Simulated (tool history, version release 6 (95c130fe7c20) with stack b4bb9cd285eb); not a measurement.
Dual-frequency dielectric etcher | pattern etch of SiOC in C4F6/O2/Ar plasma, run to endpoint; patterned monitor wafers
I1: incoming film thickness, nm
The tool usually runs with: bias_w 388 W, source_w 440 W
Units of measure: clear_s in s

Run 1, hour 0: usual settings but bias_w 429 W; I1 42.03. Result: clear_s 13 s.
Run 2, hour 13.3: usual settings but bias_w 429 W; I1 42.25. Result: clear_s 13.3 s.
Run 3, hour 34.5: usual settings; I1 41.88. Result: clear_s 13.5 s.
Run 4, hour 61.4: usual settings; I1 41.99. Result: clear_s 13.5 s.
Run 5, hour 76.9: usual settings; I1 42.25. Result: clear_s 13.4 s.
Run 6, hour 96.9: usual settings but source_w 360 W; I1 42.46. Result: clear_s 15.7 s.
Run 7, hour 119.1: usual settings but source_w 360 W; I1 42.22. Result: clear_s 15.5 s.
Run 8, hour 135.8: usual settings but source_w 360 W; I1 42.74. Result: clear_s 15.5 s.
Run 9, hour 157: usual settings; I1 42. Result: clear_s 13.2 s.
Run 10, hour 177.3: usual settings; I1 42.59. Result: clear_s 13.5 s.
At hour 210.4: wet clean of the chamber.
Run 11, hour 210.9: usual settings; I1 42.12. Result: clear_s 13.9 s.
Run 12, hour 236.4: usual settings; I1 42.44. Result: clear_s 14 s.
Run 13, hour 269.7: usual settings; I1 42.39. Result: clear_s 13.8 s.
Run 14, hour 284.1: usual settings; I1 41.96. Result: clear_s 13.8 s.
Run 15, hour 303.4: usual settings; I1 42.24. Result: clear_s 13.9 s.
Run 16, hour 328.3: usual settings but bias_w 354 W, source_w 360 W; I1 41.99. Result: clear_s 16.1 s.
Run 17, hour 341.6: usual settings but bias_w 342 W, source_w 490 W; I1 42.35. Result: clear_s 13.5 s.
Run 18, hour 362.1: usual settings but bias_w 429 W; I1 42.14. Result: clear_s 13.5 s.
At hour 380.8: source power generator calibrated.
Run 19, hour 386.6: usual settings but bias_w 423 W, source_w 520 W; I1 42.11. Result: clear_s 12.1 s.
Run 20, hour 420.3: usual settings; I1 42.23. Result: clear_s 13.7 s.
At hour 447.9: bias power generator calibrated.
Run 21, hour 450.3: usual settings but bias_w 429 W, source_w 340 W; I1 42.22. Result: clear_s 15.6 s.
At hour 476.8: upper electrode replaced.
Run 22, hour 477.3: usual settings but bias_w 415 W, source_w 350 W; I1 42.35. Result: clear_s 15.5 s.
Run 23, hour 494: usual settings but bias_w 466 W, source_w 470 W; I1 42.26. Result: clear_s 12.3 s.
Run 24, hour 521.7: usual settings but source_w 380 W; I1 41.75. Result: clear_s 14.6 s.
Run 25, hour 554: usual settings but bias_w 419 W, source_w 360 W; I1 42.39. Result: clear_s 14.7 s.
Run 26, hour 574.8: usual settings but bias_w 480 W; I1 42.15. Result: clear_s 12.3 s.
Run 27, hour 594.9: usual settings; I1 42.03. Result: clear_s 13.4 s.
Run 28, hour 615.8: usual settings but bias_w 443 W, source_w 500 W; I1 42.39. Result: clear_s 11.8 s.
Run 29, hour 639.4: usual settings but bias_w 340 W, source_w 490 W; I1 41.88. Result: clear_s 13.2 s.
Run 30, hour 657.5: usual settings but bias_w 310 W, source_w 510 W; I1 41.68. Result: clear_s 13.2 s.
Run 31, hour 678.9: usual settings but bias_w 415 W, source_w 350 W; I1 42.24. Result: clear_s 15.2 s.

Some steps in clear_s between neighbouring runs. How much of each would the tool show without its hidden state too (settings, what came in, random variation), and how much is left for the hidden state, with any gauge scatter that isn't in both results?
What the log doesn't record here: etch rate over this chamber's usual, %; bias power that arrives over what is set, %; source power that arrives over what is set, %.
Run 2 -> 3: bias_w 429 -> 388. clear_s +0.2 s: hidden state -0.1, all else +0.3.
Run 10 -> 11: wet clean of the chamber. clear_s +0.4 s: hidden state +0.5, all else -0.1.
Run 15 -> 16: bias_w 388 -> 354, source_w 440 -> 360. clear_s +2.2 s: hidden state -0.2, all else +2.4.
Run 16 -> 17: bias_w 354 -> 342, source_w 360 -> 490. clear_s -2.6 s: hidden state +0.1, all else -2.7.
Run 22 -> 23: bias_w 415 -> 466, source_w 350 -> 470. clear_s -3.2 s: hidden state +0.1, all else -3.3.
Run 25 -> 26: bias_w 419 -> 480, source_w 360 -> 440. clear_s -2.4 s: hidden state +0, all else -2.4.
